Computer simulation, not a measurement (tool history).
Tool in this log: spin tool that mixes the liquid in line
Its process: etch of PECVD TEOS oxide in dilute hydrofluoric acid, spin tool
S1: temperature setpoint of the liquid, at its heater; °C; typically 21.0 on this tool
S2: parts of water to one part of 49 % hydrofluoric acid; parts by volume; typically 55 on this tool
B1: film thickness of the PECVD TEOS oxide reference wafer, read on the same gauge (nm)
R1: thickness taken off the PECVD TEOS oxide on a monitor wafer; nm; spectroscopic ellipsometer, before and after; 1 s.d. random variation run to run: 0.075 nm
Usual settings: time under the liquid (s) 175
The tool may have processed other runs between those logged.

{"run": 1, "hour": 0.0, "S1": 21.0, "S2": 55, "time under the liquid (s)": 175, "B1": 79.96, "R1": 38.53}
{"run": 2, "hour": 12.9, "S1": 21.0, "S2": 55, "time under the liquid (s)": 175, "B1": 79.97, "R1": 38.5}
{"run": 3, "hour": 30.8, "S1": 21.0, "S2": 55, "time under the liquid (s)": 175, "B1": 80.02, "R1": 38.33}
{"run": 4, "hour": 43.5, "S1": 21.0, "S2": 55, "time under the liquid (s)": 175, "B1": 80.01, "R1": 38.37}
{"run": 5, "hour": 57.2, "S1": 21.0, "S2": 55, "time under the liquid (s)": 175, "B1": 80.02, "R1": 38.39}
{"run": 6, "hour": 65.9, "S1": 21.0, "S2": 55, "time under the liquid (s)": 175, "B1": 79.97, "R1": 38.29}
{"hour": 77.3, "done": "hydrofluoric acid flow meter replaced"}
{"run": 7, "hour": 77.8, "S1": 21.0, "S2": 55, "time under the liquid (s)": 175, "B1": 80.0, "R1": 33.46}
{"hour": 84.9, "done": "gauge calibrated"}
{"run": 8, "hour": 89.8, "S1": 21.0, "S2": 35, "time under the liquid (s)": 175, "B1": 79.96, "R1": 53.65}
{"run": 9, "hour": 98.3, "S1": 21.0, "S2": 35, "time under the liquid (s)": 175, "B1": 80.05, "R1": 53.76}
{"run": 10, "hour": 107.6, "S1": 17.0, "S2": 45, "time under the liquid (s)": 175, "B1": 80.0, "R1": 34.67}
{"run": 11, "hour": 119.2, "S1": 21.0, "S2": 55, "time under the liquid (s)": 215, "B1": 80.03, "R1": 40.98}
{"run": 12, "hour": 125.5, "S1": 21.0, "S2": 65, "time under the liquid (s)": 140, "B1": 80.0, "R1": 22.31}
{"hour": 130.4, "done": "thermometer replaced"}
{"run": 13, "hour": 140.4, "S1": 21.0, "S2": 55, "time under the liquid (s)": 115, "B1": 80.06, "R1": 24.7}
{"run": 14, "hour": 165.6, "S1": 22.5, "S2": 65, "time under the liquid (s)": 130, "B1": 79.99, "R1": 24.9}

Estimate the outcome of run 15 from the log above:
{"run": 15, "hour": 172.1, "S1": 24.5, "S2": 65, "time under the liquid (s)": 215, "B1": "?", "R1": "?"}

For run 15 the tool returned B1 79.98, R1 44.53 nm.
Minus the tool's unlogged condition, the same run would have read R1 44.62 nm.
